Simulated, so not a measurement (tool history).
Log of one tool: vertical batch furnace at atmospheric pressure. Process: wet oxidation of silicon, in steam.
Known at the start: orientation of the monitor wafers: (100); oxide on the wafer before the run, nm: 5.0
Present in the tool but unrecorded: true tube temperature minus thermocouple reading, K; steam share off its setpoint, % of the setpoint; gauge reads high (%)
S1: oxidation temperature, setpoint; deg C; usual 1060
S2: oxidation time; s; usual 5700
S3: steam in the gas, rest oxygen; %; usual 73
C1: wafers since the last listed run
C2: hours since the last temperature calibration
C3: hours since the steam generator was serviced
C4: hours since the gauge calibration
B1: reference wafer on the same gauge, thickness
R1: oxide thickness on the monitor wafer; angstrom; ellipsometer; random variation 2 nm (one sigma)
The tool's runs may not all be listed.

| run | hour | S1 | S2 | S3 | C1 | C2 | C3 | C4 | B1 | R1 |
|---|---|---|---|---|---|---|---|---|---|---|
| 1 | 0.0 | 1060 | 7860 | 80 | 0 | 1218.3 | 3242.7 | 1202.2 | 805.38 | 8625.9 |
| 2 | 104.9 | 1060 | 7860 | 80 | 1604 | 1323.2 | 3347.6 | 1307.1 | 805.56 | 8611.5 |
| 3 | 169.0 | 1060 | 4530 | 73 | 980 | 1387.3 | 3411.7 | 1371.2 | 804.70 | 5866.7 |
|  | 214.1 | thermocouples replaced and temperature profile calibrated |
| 4 | 248.4 | 1060 | 4530 | 73 | 847 | 34.3 | 3491.1 | 1450.6 | 805.11 | 5931.9 |
| 5 | 349.8 | 1060 | 4530 | 73 | 1550 | 135.7 | 3592.5 | 1552.0 | 804.67 | 5885.2 |
| 6 | 394.2 | 1060 | 5700 | 73 | 679 | 180.1 | 3636.9 | 1596.4 | 805.03 | 6717.8 |
| 7 | 444.7 | 1060 | 5700 | 73 | 772 | 230.6 | 3687.4 | 1646.9 | 804.66 | 6752.6 |
| 8 | 545.7 | 1060 | 5700 | 73 | 1544 | 331.6 | 3788.4 | 1747.9 | 804.81 | 6736.1 |
| 9 | 618.0 | 1060 | 5700 | 77 | 1105 | 403.9 | 3860.7 | 1820.2 | 804.98 | 6956.9 |
| 10 | 707.9 | 1060 | 4380 | 73 | 1374 | 493.8 | 3950.6 | 1910.1 | 805.39 | 5755.2 |
| 11 | 878.0 | 1060 | 4380 | 73 | 2601 | 663.9 | 4120.7 | 2080.2 | 805.18 | 5751.3 |
| 12 | 938.3 | 1060 | 4380 | 73 | 922 | 724.2 | 4181.0 | 2140.5 | 805.29 | 5771.2 |
| 13 | 988.9 | 1066 | 5700 | 73 | 773 | 774.8 | 4231.6 | 2191.1 | 804.86 | 6941.3 |
|  | 1055.3 | steam generator serviced |
| 14 | 1065.8 | 1066 | 5700 | 73 | 809 | 851.7 | 10.5 | 2268.0 | 805.56 | 7090.6 |
| 15 | 1109.9 | 1060 | 5700 | 73 | 674 | 895.8 | 54.6 | 2312.1 | 805.05 | 6863.2 |
| 16 | 1152.7 | 1060 | 5700 | 73 | 654 | 938.6 | 97.4 | 2354.9 | 804.95 | 6918.6 |
| 17 | 1218.3 | 1060 | 5700 | 73 | 1003 | 1004.2 | 163.0 | 2420.5 | 804.61 | 6876.4 |
| 18 | 1297.0 | 1060 | 5700 | 73 | 1203 | 1082.9 | 241.7 | 2499.2 | 804.89 | 6944.5 |
| 19 | 1353.9 | 1045 | 3210 | 73 | 870 | 1139.8 | 298.6 | 2556.1 | 804.84 | 4492.7 |
| 20 | 1422.0 | 1060 | 6540 | 67 | 1041 | 1207.9 | 366.7 | 2624.2 | 804.92 | 7089.5 |
|  | 1465.0 | gauge calibrated |
| 21 | 1509.4 | 1060 | 5700 | 73 | 1336 | 1295.3 | 454.1 | 44.4 | 805.21 | 6887.3 |
| 22 | 1616.1 | 1060 | 3360 | 73 | 1631 | 1402.0 | 560.8 | 151.1 | 804.76 | 5003.7 |
|  | 1654.9 | thermocouples replaced and temperature profile calibrated |
| 23 | 1669.7 | 1060 | 5700 | 68 | 452 | 14.8 | 614.4 | 204.7 | 805.62 | 6604.1 |
| 24 | 1776.5 | 1043 | 3930 | 79 | 1633 | 121.6 | 721.2 | 311.5 | 804.77 | 5262.7 |
| 25 | 1844.8 | 1060 | 3840 | 67 | 1044 | 189.9 | 789.5 | 379.8 | 804.78 | 5174.1 |
| 26 | 1893.7 | 1060 | 8370 | 77 | 747 | 238.8 | 838.4 | 428.7 | 804.93 | 8824.9 |
| 27 | 1961.8 | 1041 | 6690 | 66 | 1041 | 306.9 | 906.5 | 496.8 | 805.41 | 6455.0 |
| 28 | 2057.2 | 1052 | 4350 | 77 | 1459 | 402.3 | 1001.9 | 592.2 | 805.19 | 5789.5 |
| 29 | 2100.2 | 1060 | 3420 | 73 | 657 | 445.3 | 1044.9 | 635.2 | 805.00 | 5036.6 |
| 30 | 2137.7 | 1067 | 4380 | 69 | 573 | 482.8 | 1082.4 | 672.7 | 804.98 | 5883.4 |
| 31 | 2193.6 | 1060 | 5700 | 73 | 854 | 538.7 | 1138.3 | 728.6 | 805.37 | 6852.0 |
| 32 | 2266.6 | 1060 | 5700 | 73 | 1116 | 611.7 | 1211.3 | 801.6 | 804.89 | 6839.2 |
| 33 | 2339.4 | 1066 | 5700 | 73 | 1113 | 684.5 | 1284.1 | 874.4 | 805.04 | 7047.0 |
| 34 | 2409.8 | 1081 | 8070 | 69 | 1076 | 754.9 | 1354.5 | 944.8 | 805.07 | 8856.7 |
| 35 | 2513.9 | 1078 | 7950 | 62 | 1592 | 859.0 | 1458.6 | 1048.9 | 804.75 | 8167.4 |
| 36 | 2563.0 | 1073 | 5700 | 83 | 750 | 908.1 | 1507.7 | 1098.0 | 805.22 | 7809.5 |

What if the next run were any one of these 4? Each begins from the tool's condition after run 36:
| A | 2568.0 | 1060 | 8160 | 73 | 76 | 913.1 | 1512.7 | 1103.0 | ? | ? |
| B | 2568.0 | 1084 | 5700 | 78 | 76 | 913.1 | 1512.7 | 1103.0 | ? | ? |
| C | 2568.0 | 1050 | 4650 | 81 | 76 | 913.1 | 1512.7 | 1103.0 | ? | ? |
| D | 2568.0 | 1060 | 7800 | 68 | 76 | 913.1 | 1512.7 | 1103.0 | ? | ? |

| run | B1 | R1 |
|---|---|---|
| A | 804.77 | 8429.3 |
| B | 804.77 | 7898.0 |
| C | 804.77 | 6147.7 |
| D | 804.77 | 7886.0 |
With the hidden condition removed and each run's random variation left untouched, the same runs would have given:
| run | R1 |
|---|---|
| A | 8596.8 |
| B | 8052.2 |
| C | 6276.1 |
| D | 8043.9 |
